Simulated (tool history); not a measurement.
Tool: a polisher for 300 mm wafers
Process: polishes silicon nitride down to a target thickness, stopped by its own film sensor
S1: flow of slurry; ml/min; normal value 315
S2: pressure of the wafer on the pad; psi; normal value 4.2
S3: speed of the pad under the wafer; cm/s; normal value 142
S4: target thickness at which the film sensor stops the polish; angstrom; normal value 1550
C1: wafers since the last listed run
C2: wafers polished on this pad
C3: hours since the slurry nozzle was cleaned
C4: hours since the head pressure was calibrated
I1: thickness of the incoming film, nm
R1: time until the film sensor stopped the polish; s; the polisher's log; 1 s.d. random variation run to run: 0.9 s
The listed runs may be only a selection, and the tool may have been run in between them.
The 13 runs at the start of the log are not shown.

{"run": 14, "hour": 182.3, "S1": 315, "S2": 4.7, "S3": 142, "S4": 1550, "C1": 179, "C2": 358, "C3": 327.4, "C4": 803.7, "I1": 402.6, "R1": 90.3}
{"run": 15, "hour": 195.9, "S1": 315, "S2": 4.7, "S3": 142, "S4": 1550, "C1": 157, "C2": 516, "C3": 341, "C4": 817.3, "I1": 406.3, "R1": 92.1}
{"run": 16, "hour": 208.9, "S1": 315, "S2": 4.7, "S3": 142, "S4": 1550, "C1": 150, "C2": 667, "C3": 354, "C4": 830.3, "I1": 397.5, "R1": 89.3}
{"run": 17, "hour": 225.1, "S1": 355, "S2": 3.8, "S3": 180, "S4": 2330, "C1": 188, "C2": 855, "C3": 370.2, "C4": 846.5, "I1": 397.1, "R1": 60.5}
{"run": 18, "hour": 241.8, "S1": 315, "S2": 5, "S3": 142, "S4": 2350, "C1": 193, "C2": 1049, "C3": 386.9, "C4": 863.2, "I1": 395.8, "R1": 56.1}
{"hour": 248.9, "done": "worn pad replaced by a new one"}
{"run": 19, "hour": 258.6, "S1": 315, "S2": 4.2, "S3": 142, "S4": 1550, "C1": 148, "C2": 112, "C3": 403.7, "C4": 880, "I1": 393.4, "R1": 97.3}
{"run": 20, "hour": 266.9, "S1": 315, "S2": 4.2, "S3": 142, "S4": 1550, "C1": 96, "C2": 208, "C3": 412, "C4": 888.3, "I1": 398.4, "R1": 99.8}
{"hour": 271.2, "done": "head pressure recalibrated"}
{"run": 21, "hour": 282.3, "S1": 315, "S2": 4.2, "S3": 142, "S4": 1550, "C1": 155, "C2": 364, "C3": 427.4, "C4": 11.1, "I1": 402.2, "R1": 108.9}
{"hour": 294.6, "done": "slurry nozzle cleaned"}
{"run": 22, "hour": 299.9, "S1": 315, "S2": 4.2, "S3": 142, "S4": 1190, "C1": 192, "C2": 557, "C3": 5.3, "C4": 28.7, "I1": 396.9, "R1": 123.8}
{"run": 23, "hour": 315.7, "S1": 315, "S2": 3.7, "S3": 190, "S4": 2100, "C1": 183, "C2": 740, "C3": 21.1, "C4": 44.5, "I1": 402.3, "R1": 77.1}
{"run": 24, "hour": 325.9, "S1": 395, "S2": 2.7, "S3": 142, "S4": 2270, "C1": 118, "C2": 859, "C3": 31.3, "C4": 54.7, "I1": 395.9, "R1": 105.7}
{"run": 25, "hour": 333.1, "S1": 315, "S2": 4.2, "S3": 168, "S4": 1550, "C1": 83, "C2": 942, "C3": 38.5, "C4": 61.9, "I1": 400.3, "R1": 95.4}
{"hour": 339.0, "done": "head pressure recalibrated, repeated, since the last time left the tool worse"}
{"run": 26, "hour": 341.7, "S1": 315, "S2": 4.2, "S3": 142, "S4": 1550, "C1": 76, "C2": 1019, "C3": 47.1, "C4": 2.7, "I1": 403.7, "R1": 93.9}
{"run": 27, "hour": 352.2, "S1": 315, "S2": 2.9, "S3": 98, "S4": 820, "C1": 121, "C2": 1141, "C3": 57.6, "C4": 13.2, "I1": 404.7, "R1": 214}
{"hour": 361.4, "done": "worn pad replaced by a new one"}
{"run": 28, "hour": 363.9, "S1": 255, "S2": 3.5, "S3": 182, "S4": 2310, "C1": 89, "C2": 29, "C3": 69.3, "C4": 24.9, "I1": 394.7, "R1": 62.1}
{"run": 29, "hour": 375.6, "S1": 315, "S2": 4.2, "S3": 142, "S4": 1550, "C1": 135, "C2": 165, "C3": 81, "C4": 36.6, "I1": 400.1, "R1": 93.8}
{"run": 30, "hour": 383.0, "S1": 315, "S2": 3, "S3": 114, "S4": 1550, "C1": 85, "C2": 251, "C3": 88.4, "C4": 44, "I1": 404.9, "R1": 146.9}
{"run": 31, "hour": 436.1, "S1": 315, "S2": 4.2, "S3": 142, "S4": 1550, "C1": 616, "C2": 868, "C3": 141.5, "C4": 97.1, "I1": 396.3, "R1": 91.2}
{"run": 32, "hour": 447.3, "S1": 315, "S2": 4.9, "S3": 188, "S4": 1550, "C1": 130, "C2": 998, "C3": 152.7, "C4": 108.3, "I1": 404.5, "R1": 68.4}
{"hour": 460.1, "done": "worn pad replaced by a new one"}
{"run": 33, "hour": 460.6, "S1": 315, "S2": 4.2, "S3": 142, "S4": 1550, "C1": 107, "C2": 5, "C3": 166, "C4": 121.6, "I1": 396.2, "R1": 91.3}

What if the next run were any one of these 3? Each begins from the tool's condition after run 33:
{"run": "A", "hour": 461.0, "S1": 315, "S2": 4.2, "S3": 178, "S4": 1550, "C1": 4, "C2": 10, "C3": 166.4, "C4": 122, "I1": 406.4, "R1": "?"}
{"run": "B", "hour": 461.0, "S1": 315, "S2": 3.3, "S3": 142, "S4": 2290, "C1": 4, "C2": 10, "C3": 166.4, "C4": 122, "I1": 406.4, "R1": "?"}
{"run": "C", "hour": 461.0, "S1": 315, "S2": 4.8, "S3": 142, "S4": 1550, "C1": 4, "C2": 10, "C3": 166.4, "C4": 122, "I1": 406.4, "R1": "?"}

run=A R1=82.4
run=B R1=82.8
run=C R1=86
Without the tool's hidden state the same runs would have given:
run=A R1=82.8
run=B R1=83.2
run=C R1=86.5

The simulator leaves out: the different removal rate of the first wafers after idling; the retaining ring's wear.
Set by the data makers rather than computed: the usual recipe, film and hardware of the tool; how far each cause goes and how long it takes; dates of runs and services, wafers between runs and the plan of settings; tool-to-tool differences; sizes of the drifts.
